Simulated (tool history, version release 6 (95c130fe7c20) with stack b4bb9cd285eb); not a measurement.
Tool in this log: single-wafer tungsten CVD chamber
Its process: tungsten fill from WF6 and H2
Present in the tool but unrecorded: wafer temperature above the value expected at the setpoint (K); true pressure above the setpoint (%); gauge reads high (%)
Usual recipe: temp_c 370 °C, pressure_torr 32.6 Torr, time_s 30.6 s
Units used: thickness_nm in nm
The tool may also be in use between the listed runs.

run,hour,temp_c,pressure_torr,time_s,wafers since the last listed run,hours since the last thermocouple change,hours since the last manometer calibration,hours since the showerhead was replaced,hours since the gauge calibration,"read-back reference wafer on the same gauge, thickness_nm",thickness_nm
1,0.0,379,32.6,28.0,0,1899.1,1350.7,3467.8,51.9,45.200,65.543
2,12.6,379,32.6,28.0,378,1911.7,1363.3,3480.4,64.5,45.206,65.490
3,29.1,379,32.6,28.0,495,1928.2,1379.8,3496.9,81.0,45.213,65.399
4,39.3,366,32.6,30.6,306,1938.4,1390.0,3507.1,91.2,45.175,53.383
5,45.7,370,32.6,30.6,192,1944.8,1396.4,3513.5,97.6,45.209,58.398
# hour 56.1: showerhead replaced
6,61.1,370,32.6,30.6,222,1960.2,1411.8,5.0,113.0,45.203,58.281
# hour 80.6: capacitance manometer re-zeroed and calibrated
7,81.1,370,32.6,30.6,360,1980.2,0.5,25.0,133.0,45.204,58.367
# hour 84.6: gauge calibrated
8,85.4,370,32.6,30.6,129,1984.5,4.8,29.3,0.8,45.211,58.561
9,96.5,377,40.5,34.1,333,1995.6,15.9,40.4,11.9,45.203,83.895
10,103.0,379,32.6,28.0,195,2002.1,22.4,46.9,18.4,45.194,65.642
# hour 112.2: thermocouple changed; heater temperature recalibrated
11,112.7,384,30.1,32.4,51,0.5,32.1,56.6,28.1,45.200,61.739
12,121.0,377,32.6,24.8,249,8.8,40.4,64.9,36.4,45.184,41.551
# hour 136.5: thermocouple changed; heater temperature recalibrated, repeated, since the last time left the tool worse
13,137.3,365,30.2,28.9,249,0.8,56.7,81.2,52.7,45.196,41.645
14,143.3,379,32.6,28.0,180,6.8,62.7,87.2,58.7,45.189,57.366
15,157.0,365,40.0,30.6,411,20.5,76.4,100.9,72.4,45.183,49.297
16,173.1,370,26.4,27.3,483,36.6,92.5,117.0,88.5,45.210,42.055

5 ways to go on from here, each from the tool as it stands after run 16. What would each give?
A,173.5,370,32.6,28.8,12,37.0,92.9,117.4,88.9,?,?
B,173.5,379,27.8,35.1,12,37.0,92.9,117.4,88.9,?,?
C,173.5,370,26.1,29.0,12,37.0,92.9,117.4,88.9,?,?
D,173.5,370,32.6,25.0,12,37.0,92.9,117.4,88.9,?,?
E,173.5,370,32.6,34.4,12,37.0,92.9,117.4,88.9,?,?

run,"read-back reference wafer on the same gauge, thickness_nm",thickness_nm
A,45.193,48.229
B,45.193,67.916
C,45.193,44.381
D,45.193,41.841
E,45.193,57.647
With the hidden condition removed and each run's random variation left untouched, the same runs would have given:
run,thickness_nm
A,49.065
B,69.042
C,45.151
D,42.566
E,58.646
